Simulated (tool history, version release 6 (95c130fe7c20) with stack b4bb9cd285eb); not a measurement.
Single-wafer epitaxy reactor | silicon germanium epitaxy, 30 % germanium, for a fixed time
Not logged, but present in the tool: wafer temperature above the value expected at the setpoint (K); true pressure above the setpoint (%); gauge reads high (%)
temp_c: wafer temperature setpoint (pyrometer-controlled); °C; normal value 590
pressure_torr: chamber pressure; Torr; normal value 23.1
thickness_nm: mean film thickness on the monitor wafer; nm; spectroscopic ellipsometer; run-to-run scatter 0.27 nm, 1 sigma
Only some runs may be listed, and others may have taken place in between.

run     day  temp_c  pressure_torr  wafers since the last listed run  hours since the last pyrometer calibration  hours since the last manometer calibration  hours since the showerhead was replaced  hours since the gauge calibration  read-back reference wafer on the same gauge, thickness_nm  thickness_nm
  1       0     590           23.1                                 0                                       767.4                                      1098.6                                   4850.2                             1370.1                                                     61.044        52.444
  2     2.6     582           23.1                               652                                       829.8                                        1161                                   4912.6                             1432.5                                                     61.005        44.163
  3   4.446     582           23.1                               463                                       874.1                                      1205.3                                   4956.9                             1476.8                                                     60.932        44.227
  4   5.662     582           23.1                               305                                       903.3                                      1234.5                                   4986.1                               1506                                                     60.781        44.318
  5   7.538     590           19.8                               470                                       948.3                                      1279.5                                   5031.1                               1551                                                     60.788         48.26
  6   9.833     590           23.1                               575                                      1003.4                                      1334.6                                   5086.2                             1606.1                                                     60.984         52.75
  7  11.579     590           23.1                               437                                      1045.3                                      1376.5                                   5128.1                               1648                                                       61.1        52.233
  8   14.05     590           23.1                               619                                      1104.6                                      1435.8                                   5187.4                             1707.3                                                     60.949        52.766
  9  15.871     590           23.1                               456                                      1148.3                                      1479.5                                   5231.1                               1751                                                     61.087        52.763
 10  17.942     590           23.1                               519                                        1198                                      1529.2                                   5280.8                             1800.7                                                     61.172        52.768
     19.096  -- showerhead replaced, of another model than before
 11  19.117     596           23.1                               211                                      1226.2                                      1557.4                                      0.5                             1828.9                                                     61.086        60.128
 12  20.746     596           23.1                               408                                      1265.3                                      1596.5                                     39.6                               1868                                                     61.021         59.82
     22.704  -- pyrometer calibrated
 13  22.725     590           23.1                               412                                         0.5                                        1644                                     87.1                             1915.5                                                     60.901        52.493
 14  25.117     590           23.1                               599                                        57.9                                      1701.4                                    144.5                             1972.9                                                     61.078        52.377
 15  26.708     590           23.1                               399                                        96.1                                      1739.6                                    182.7                             2011.1                                                     60.923        52.433
     28.096  -- gauge calibrated
     29.583  -- capacitance manometer re-zeroed and calibrated
 16  29.604     590           23.1                               642                                       165.6                                         0.5                                    252.2                               36.2                                                     61.068        51.265
 17  30.483     582           23.1                               220                                       186.7                                        21.6                                    273.3                               57.3                                                     60.768        42.983
 18  32.438     580           18.8                               490                                       233.6                                        68.5                                    320.2                              104.2                                                      60.94        38.226
 19  35.033     600           23.1                               651                                       295.9                                       130.8                                    382.5                              166.5                                                     61.183        63.114
 20  37.775     580           26.7                               687                                       361.7                                       196.6                                    448.3                              232.3                                                     61.055        43.542
 21  39.738     590           18.7                               492                                       408.8                                       243.7                                    495.4                              279.4                                                     60.882        47.247
 22  41.004     583           28.8                               317                                       439.2                                       274.1                                    525.8                              309.8                                                      61.06        47.875
 23  42.125     590           23.1                               281                                       466.1                                         301                                    552.7                              336.7                                                     60.894        50.921
 24  44.725     595           19.4                               652                                       528.5                                       363.4                                    615.1                              399.1                                                     60.938        53.911
 25  47.096     603           27.6                               594                                       585.4                                       420.3                                      672                                456                                                     60.924         72.29
 26  48.862     590           23.1                               443                                       627.8                                       462.7                                    714.4                              498.4                                                     60.865        51.394
 27  51.354     577           18.4                               625                                       687.6                                       522.5                                    774.2                              558.2                                                     61.019        35.843
 28  54.125     581           26.9                               695                                       754.1                                         589                                    840.7                              624.7                                                     61.051        44.985
 29  55.396     583             19                               318                                       784.6                                       619.5                                    871.2                              655.2                                                     61.031        41.191
 30  57.621     578           17.9                               558                                         838                                       672.9                                    924.6                              708.6                                                     60.902         36.04
 31  59.646     602           19.1                               507                                       886.6                                       721.5                                    973.2                              757.2                                                     61.024        61.427
 32  62.579     590           23.1                               735                                         957                                       791.9                                   1043.6                              827.6                                                     61.052        51.611
 33  63.946     590           23.1                               342                                       989.8                                       824.7                                   1076.4                              860.4                                                     60.997        51.783
 34  66.317     602           20.9                               594                                      1046.7                                       881.6                                   1133.3                              917.3                                                     60.939        63.188

For some of the steps in thickness_nm from one run to the next: how much would appear even if the tool had no hidden state, given the settings, what came in and random variation, and how much remains for the hidden state plus any gauge scatter that the measured result and the result without hidden state don't share?
Run 10 -> 11: temp_c 590 -> 596, showerhead replaced, of another model than before. thickness_nm +7.36 nm: hidden state -0.236, all else +7.596.
Run 15 -> 16: gauge calibrated, capacitance manometer re-zeroed and calibrated. thickness_nm -1.168 nm: hidden state -1.543, all else +0.375.
Run 18 -> 19: temp_c 580 -> 600, pressure_torr 18.8 -> 23.1. thickness_nm +24.888 nm: hidden state +0.053, all else +24.835.
Run 25 -> 26: temp_c 603 -> 590, pressure_torr 27.6 -> 23.1. thickness_nm -20.896 nm: hidden state -0.075, all else -20.821.
Run 30 -> 31: temp_c 578 -> 602, pressure_torr 17.9 -> 19.1. thickness_nm +25.387 nm: hidden state +0.287, all else +25.1.

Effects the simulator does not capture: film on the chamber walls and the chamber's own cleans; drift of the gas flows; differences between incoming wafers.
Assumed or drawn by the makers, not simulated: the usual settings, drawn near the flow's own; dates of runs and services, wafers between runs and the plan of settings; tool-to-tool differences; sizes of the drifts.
